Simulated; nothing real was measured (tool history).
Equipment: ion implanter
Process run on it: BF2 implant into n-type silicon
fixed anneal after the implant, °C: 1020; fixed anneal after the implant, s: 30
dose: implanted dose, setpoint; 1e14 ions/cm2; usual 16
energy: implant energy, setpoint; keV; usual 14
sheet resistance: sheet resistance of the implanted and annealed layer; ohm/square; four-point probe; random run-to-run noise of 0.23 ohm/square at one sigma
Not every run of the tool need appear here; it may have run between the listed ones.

run	day	dose	energy	read-back reference wafer on the same gauge, sheet resistance	sheet resistance
1	0	18.85	13	157.2	152.86
2	0.562	18.85	13	157.27	152.44
3	1.204	18.85	13	157.3	152.99
4	1.717	16	14	157.41	152.78
5	2.462	16	12.5	157.62	157.17
6	2.867	16	12.5	157.64	157.23
7	3.396	17.26	16	157.73	146.25
# day 4.304: Faraday cup replaced and dose calibrated
8	4.325	16	14	157.81	152.75
9	4.338	19.07	18.5	157.88	137.92
# day 5.175: gauge calibrated
10	6.412	16	14	157.04	152.47
# day 6.925: extraction supply calibrated
11	7.296	19.23	16.5	157.2	142.48
12	8.004	18.87	10	157.32	162.46
13	8.746	16	14	157.43	152.06
14	9.108	19.58	9	157.45	166.44
15	9.783	16	9.5	157.5	167.26
16	10.429	17.28	9.5	157.58	165.45
17	10.688	20.36	17.5	157.75	139.82

Forecast each of these 3 alternatives for the next run:
A	10.704	14.72	14	?	?
B	10.704	19.97	18	?	?
C	10.704	13.57	17.5	?	?

run	read-back reference wafer on the same gauge, sheet resistance	sheet resistance
A	157.68	155.32
B	157.68	138.89
C	157.68	149.1
Without the tool's hidden state the same runs would have given:
run	sheet resistance
A	154.64
B	138.28
C	148.44

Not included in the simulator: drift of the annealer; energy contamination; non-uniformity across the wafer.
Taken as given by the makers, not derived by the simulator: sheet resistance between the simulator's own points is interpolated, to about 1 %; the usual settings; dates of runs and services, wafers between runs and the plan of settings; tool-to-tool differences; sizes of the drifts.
